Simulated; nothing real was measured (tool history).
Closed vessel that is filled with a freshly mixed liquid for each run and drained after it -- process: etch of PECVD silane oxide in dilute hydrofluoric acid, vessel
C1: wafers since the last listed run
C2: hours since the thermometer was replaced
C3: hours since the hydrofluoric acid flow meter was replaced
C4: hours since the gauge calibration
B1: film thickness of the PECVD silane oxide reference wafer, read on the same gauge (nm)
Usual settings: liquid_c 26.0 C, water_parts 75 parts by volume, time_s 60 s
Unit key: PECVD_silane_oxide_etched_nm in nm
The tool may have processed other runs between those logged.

{"run": 1, "hour": 0.0, "liquid_c": 26.0, "water_parts": 75, "time_s": 70, "C1": 0, "C2": 2039.1, "C3": 1674.9, "C4": 113.1, "B1": 29.99, "PECVD_silane_oxide_etched_nm": 41.3}
{"run": 2, "hour": 15.8, "liquid_c": 26.0, "water_parts": 75, "time_s": 70, "C1": 2012, "C2": 2054.9, "C3": 1690.7, "C4": 128.9, "B1": 30.0, "PECVD_silane_oxide_etched_nm": 40.96}
{"run": 3, "hour": 26.5, "liquid_c": 26.0, "water_parts": 75, "time_s": 70, "C1": 1363, "C2": 2065.6, "C3": 1701.4, "C4": 139.6, "B1": 30.03, "PECVD_silane_oxide_etched_nm": 40.93}
{"run": 4, "hour": 39.8, "liquid_c": 26.0, "water_parts": 75, "time_s": 60, "C1": 1694, "C2": 2078.9, "C3": 1714.7, "C4": 152.9, "B1": 30.0, "PECVD_silane_oxide_etched_nm": 35.31}
{"run": 5, "hour": 49.1, "liquid_c": 26.0, "water_parts": 75, "time_s": 60, "C1": 1184, "C2": 2088.2, "C3": 1724.0, "C4": 162.2, "B1": 29.99, "PECVD_silane_oxide_etched_nm": 35.05}
{"run": 6, "hour": 57.6, "liquid_c": 26.0, "water_parts": 75, "time_s": 60, "C1": 1082, "C2": 2096.7, "C3": 1732.5, "C4": 170.7, "B1": 30.01, "PECVD_silane_oxide_etched_nm": 34.92}
{"run": 7, "hour": 70.4, "liquid_c": 26.0, "water_parts": 75, "time_s": 60, "C1": 1630, "C2": 2109.5, "C3": 1745.3, "C4": 183.5, "B1": 30.02, "PECVD_silane_oxide_etched_nm": 35.63}
{"run": 8, "hour": 83.0, "liquid_c": 26.0, "water_parts": 75, "time_s": 60, "C1": 1605, "C2": 2122.1, "C3": 1757.9, "C4": 196.1, "B1": 30.02, "PECVD_silane_oxide_etched_nm": 34.68}
{"run": 9, "hour": 95.9, "liquid_c": 29.0, "water_parts": 75, "time_s": 60, "C1": 1643, "C2": 2135.0, "C3": 1770.8, "C4": 209.0, "B1": 30.03, "PECVD_silane_oxide_etched_nm": 40.37}
{"run": 10, "hour": 101.9, "liquid_c": 29.0, "water_parts": 75, "time_s": 60, "C1": 764, "C2": 2141.0, "C3": 1776.8, "C4": 215.0, "B1": 30.0, "PECVD_silane_oxide_etched_nm": 38.95}
{"run": 11, "hour": 119.8, "liquid_c": 29.0, "water_parts": 75, "time_s": 60, "C1": 2280, "C2": 2158.9, "C3": 1794.7, "C4": 232.9, "B1": 30.0, "PECVD_silane_oxide_etched_nm": 39.66}
{"run": 12, "hour": 131.0, "liquid_c": 26.0, "water_parts": 75, "time_s": 60, "C1": 1426, "C2": 2170.1, "C3": 1805.9, "C4": 244.1, "B1": 30.02, "PECVD_silane_oxide_etched_nm": 35.16}
{"run": 13, "hour": 144.0, "liquid_c": 28.0, "water_parts": 100, "time_s": 45, "C1": 1656, "C2": 2183.1, "C3": 1818.9, "C4": 257.1, "B1": 30.02, "PECVD_silane_oxide_etched_nm": 20.34}
{"hour": 191.9, "done": "hydrofluoric acid flow meter replaced"}
{"run": 14, "hour": 192.4, "liquid_c": 28.5, "water_parts": 60, "time_s": 45, "C1": 6038, "C2": 2231.5, "C3": 0.5, "C4": 305.5, "B1": 29.99, "PECVD_silane_oxide_etched_nm": 37.69}
{"run": 15, "hour": 199.2, "liquid_c": 26.0, "water_parts": 50, "time_s": 30, "C1": 866, "C2": 2238.3, "C3": 7.3, "C4": 312.3, "B1": 30.01, "PECVD_silane_oxide_etched_nm": 26.98}
{"run": 16, "hour": 208.6, "liquid_c": 26.0, "water_parts": 75, "time_s": 60, "C1": 1197, "C2": 2247.7, "C3": 16.7, "C4": 321.7, "B1": 30.0, "PECVD_silane_oxide_etched_nm": 35.14}
{"run": 17, "hour": 215.8, "liquid_c": 26.0, "water_parts": 75, "time_s": 60, "C1": 917, "C2": 2254.9, "C3": 23.9, "C4": 328.9, "B1": 30.01, "PECVD_silane_oxide_etched_nm": 35.55}
{"hour": 221.1, "done": "thermometer replaced"}
{"run": 18, "hour": 223.1, "liquid_c": 23.5, "water_parts": 110, "time_s": 85, "C1": 802, "C2": 2.0, "C3": 31.2, "C4": 336.2, "B1": 30.0, "PECVD_silane_oxide_etched_nm": 28.92}
{"run": 19, "hour": 231.4, "liquid_c": 26.0, "water_parts": 50, "time_s": 95, "C1": 1057, "C2": 10.3, "C3": 39.5, "C4": 344.5, "B1": 30.03, "PECVD_silane_oxide_etched_nm": 86.45}
{"hour": 232.8, "done": "gauge calibrated"}
{"run": 20, "hour": 238.3, "liquid_c": 22.0, "water_parts": 50, "time_s": 40, "C1": 878, "C2": 17.2, "C3": 46.4, "C4": 5.5, "B1": 30.02, "PECVD_silane_oxide_etched_nm": 30.49}
{"run": 21, "hour": 247.1, "liquid_c": 26.0, "water_parts": 110, "time_s": 70, "C1": 1121, "C2": 26.0, "C3": 55.2, "C4": 14.3, "B1": 30.0, "PECVD_silane_oxide_etched_nm": 26.78}

Estimate the outcome of run 22 from the log above:
{"run": 22, "hour": 264.6, "liquid_c": 26.0, "water_parts": 75, "time_s": 60, "C1": 2229, "C2": 43.5, "C3": 72.7, "C4": 31.8, "B1": "?", "PECVD_silane_oxide_etched_nm": "?"}

Run 22 measured B1 30.01, PECVD_silane_oxide_etched_nm 34.67 nm.
Take away the tool's hidden state, keep the run-to-run variation as it was, and the same run would have given PECVD_silane_oxide_etched_nm 34.67 nm.
